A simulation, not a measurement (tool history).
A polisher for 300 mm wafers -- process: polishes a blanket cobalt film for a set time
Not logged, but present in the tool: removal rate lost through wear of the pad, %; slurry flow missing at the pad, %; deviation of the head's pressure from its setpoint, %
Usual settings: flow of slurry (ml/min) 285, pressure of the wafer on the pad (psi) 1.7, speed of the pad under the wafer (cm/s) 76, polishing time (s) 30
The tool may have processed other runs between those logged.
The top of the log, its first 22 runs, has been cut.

run,hour,flow of slurry (ml/min),pressure of the wafer on the pad (psi),speed of the pad under the wafer (cm/s),polishing time (s),wafers since the last listed run,wafers polished on this pad,hours since the slurry nozzle was cleaned,hours since the head pressure was calibrated,"incoming thickness of the incoming film, nm",film removed (angstrom)
23,1543.9,285,1.7,100,30,946,3043,849.7,571.3,1569.9,1149
24,1622.7,370,2.1,96,22,1125,4169,928.5,650.1,1567.5,965
# hour 1627.3: slurry nozzle cleaned
# hour 1632.2: head pressure recalibrated
25,1672.8,360,1.7,54,30,672,4842,45.5,40.6,1565.7,718
26,1778.4,215,1.1,76,30,1508,6350,151.1,146.2,1556.2,658
27,1831.7,285,1.7,60,25,761,7111,204.4,199.5,1552.1,651
28,1871.6,285,1.3,92,30,569,7681,244.3,239.4,1603.9,873
29,1934.2,285,1.9,76,30,894,8575,306.9,302.0,1565.1,1029
# hour 1962.3: worn pad replaced by a new one
30,2002.7,245,1.7,76,30,921,576,375.4,370.5,1583.1,922
31,2077.8,285,1.9,98,38,1072,1649,450.5,445.6,1557.6,1567
32,2139.2,285,1.7,76,30,876,2526,511.9,507.0,1557.7,938
33,2197.8,355,1.1,68,30,837,3363,570.5,565.6,1594.4,642
# hour 2225.3: head pressure recalibrated
34,2268.7,285,1.7,52,24,984,4347,641.4,43.4,1545.6,554
35,2346.2,285,1.7,76,30,1106,5454,718.9,120.9,1560.7,918
36,2405.9,285,1.4,86,25,852,6307,778.6,180.6,1560.4,731
37,2451.1,285,1.7,76,30,645,6952,823.8,225.8,1581.6,923

Here are 4 independent what-if runs from the current tool condition. What would each one return?
A,2451.5,285,1.7,76,30,5,6958,824.2,226.2,1586.7,?
B,2451.5,285,1.7,84,26,5,6958,824.2,226.2,1586.7,?
C,2451.5,285,2.2,102,30,5,6958,824.2,226.2,1586.7,?
D,2451.5,355,1.7,76,30,5,6958,824.2,226.2,1586.7,?

run,film removed (angstrom)
A,929
B,865
C,1408
D,940
Without the tool's unlogged condition, the same runs would have read:
run,film removed (angstrom)
A,884
B,823
C,1339
D,894

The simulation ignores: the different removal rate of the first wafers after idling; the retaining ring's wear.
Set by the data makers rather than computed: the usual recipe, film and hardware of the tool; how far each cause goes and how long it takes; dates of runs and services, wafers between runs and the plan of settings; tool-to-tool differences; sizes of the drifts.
